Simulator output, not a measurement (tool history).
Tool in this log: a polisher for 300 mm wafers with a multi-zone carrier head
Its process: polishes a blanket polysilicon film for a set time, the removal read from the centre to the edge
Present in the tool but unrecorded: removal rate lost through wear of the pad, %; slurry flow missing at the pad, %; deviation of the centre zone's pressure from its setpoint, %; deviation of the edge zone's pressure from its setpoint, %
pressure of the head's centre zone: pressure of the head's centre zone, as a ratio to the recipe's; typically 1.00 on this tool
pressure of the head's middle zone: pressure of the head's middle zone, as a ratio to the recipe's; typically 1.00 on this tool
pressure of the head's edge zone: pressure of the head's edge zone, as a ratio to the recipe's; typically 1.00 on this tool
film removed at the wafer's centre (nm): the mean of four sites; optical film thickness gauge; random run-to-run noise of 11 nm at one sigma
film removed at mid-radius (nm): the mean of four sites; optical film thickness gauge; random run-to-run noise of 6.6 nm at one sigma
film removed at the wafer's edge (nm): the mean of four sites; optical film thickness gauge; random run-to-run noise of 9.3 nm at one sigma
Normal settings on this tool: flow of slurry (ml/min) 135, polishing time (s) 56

| run | hour | flow of slurry (ml/min) | pressure of the head's centre zone | pressure of the head's middle zone | pressure of the head's edge zone | polishing time (s) | wafers since the last listed run | wafers polished on this pad | hours since the slurry nozzle was cleaned | hours since the centre zone pressure was calibrated | hours since the edge zone pressure was calibrated | hours since the carrier head's membrane was replaced | incoming thickness of the incoming film, nm | film removed at the wafer's centre (nm) | film removed at mid-radius (nm) | film removed at the wafer's edge (nm) |
|---|---|---|---|---|---|---|---|---|---|---|---|---|---|---|---|---|
| 1 | 0.0 | 135 | 1.00 | 0.95 | 1.04 | 56 | 0 | 1120 | 300.0 | 770.4 | 156.6 | 1462.1 | 1712.4 | 705.5 | 684.9 | 723.4 |
| 2 | 38.0 | 135 | 1.00 | 0.95 | 1.04 | 56 | 229 | 1349 | 338.0 | 808.4 | 194.6 | 1500.1 | 1710.0 | 682.5 | 677.5 | 726.9 |
| 3 | 48.9 | 135 | 1.00 | 0.95 | 1.04 | 56 | 65 | 1415 | 348.9 | 819.3 | 205.5 | 1511.0 | 1749.8 | 695.5 | 670.7 | 724.0 |
|  | 58.4 | worn pad replaced by a new one |
| 4 | 58.7 | 135 | 1.00 | 1.00 | 1.00 | 56 | 34 | 1 | 358.7 | 829.1 | 215.3 | 1520.8 | 1699.3 | 699.8 | 691.8 | 698.1 |
| 5 | 66.7 | 135 | 1.00 | 1.00 | 1.00 | 56 | 48 | 50 | 366.7 | 837.1 | 223.3 | 1528.8 | 1694.0 | 672.4 | 688.5 | 705.6 |
| 6 | 74.5 | 135 | 1.00 | 1.00 | 1.00 | 56 | 47 | 97 | 374.5 | 844.9 | 231.1 | 1536.6 | 1711.7 | 672.6 | 685.3 | 693.9 |
|  | 76.9 | slurry nozzle cleaned |
| 7 | 89.8 | 135 | 1.00 | 1.00 | 1.00 | 56 | 86 | 183 | 12.9 | 860.2 | 246.4 | 1551.9 | 1711.0 | 737.8 | 748.5 | 738.5 |
| 8 | 101.5 | 135 | 1.00 | 1.00 | 1.00 | 56 | 70 | 254 | 24.6 | 871.9 | 258.1 | 1563.6 | 1741.1 | 748.6 | 737.3 | 730.1 |
| 9 | 113.1 | 135 | 1.10 | 1.08 | 1.05 | 51 | 69 | 324 | 36.2 | 883.5 | 269.7 | 1575.2 | 1724.9 | 734.5 | 718.5 | 674.5 |
| 10 | 125.9 | 135 | 1.00 | 0.95 | 1.04 | 56 | 77 | 401 | 49.0 | 896.3 | 282.5 | 1588.0 | 1722.9 | 741.2 | 711.7 | 738.5 |
| 11 | 133.5 | 135 | 1.00 | 0.89 | 1.00 | 41 | 45 | 447 | 56.6 | 903.9 | 290.1 | 1595.6 | 1734.6 | 538.0 | 491.8 | 546.0 |
| 12 | 147.4 | 135 | 1.00 | 1.00 | 1.00 | 45 | 83 | 531 | 70.5 | 917.8 | 304.0 | 1609.5 | 1756.3 | 597.1 | 590.3 | 594.5 |
|  | 160.1 | centre zone pressure recalibrated |
|  | 161.6 | carrier head's membrane replaced by a new one |
| 13 | 169.5 | 135 | 1.09 | 0.94 | 1.08 | 46 | 112 | 643 | 92.6 | 9.4 | 326.1 | 7.9 | 1736.8 | 654.6 | 574.2 | 629.9 |
| 14 | 180.8 | 135 | 0.94 | 1.00 | 1.00 | 45 | 68 | 711 | 103.9 | 20.7 | 337.4 | 19.2 | 1761.7 | 558.8 | 603.4 | 585.1 |
| 15 | 194.0 | 135 | 1.00 | 1.00 | 1.00 | 56 | 79 | 791 | 117.1 | 33.9 | 350.6 | 32.4 | 1745.2 | 734.1 | 732.1 | 733.1 |
|  | 201.7 | edge zone pressure recalibrated |
| 16 | 202.2 | 135 | 1.07 | 1.00 | 1.00 | 56 | 37 | 828 | 125.3 | 42.1 | 0.5 | 40.6 | 1748.7 | 800.9 | 729.2 | 736.8 |

Run 17 comes next. What will it give?
| 17 | 217.9 | 135 | 1.00 | 1.00 | 1.05 | 56 | 94 | 923 | 141.0 | 57.8 | 16.2 | 56.3 | 1714.0 | ? | ? | ? |

Run 17 came out at film removed at the wafer's centre (nm) 705.8, film removed at mid-radius (nm) 732.8, film removed at the wafer's edge (nm) 738.3.
With no hidden state in the tool, this same run would have given film removed at the wafer's centre (nm) 712.7, film removed at mid-radius (nm) 739.1, film removed at the wafer's edge (nm) 742.8.

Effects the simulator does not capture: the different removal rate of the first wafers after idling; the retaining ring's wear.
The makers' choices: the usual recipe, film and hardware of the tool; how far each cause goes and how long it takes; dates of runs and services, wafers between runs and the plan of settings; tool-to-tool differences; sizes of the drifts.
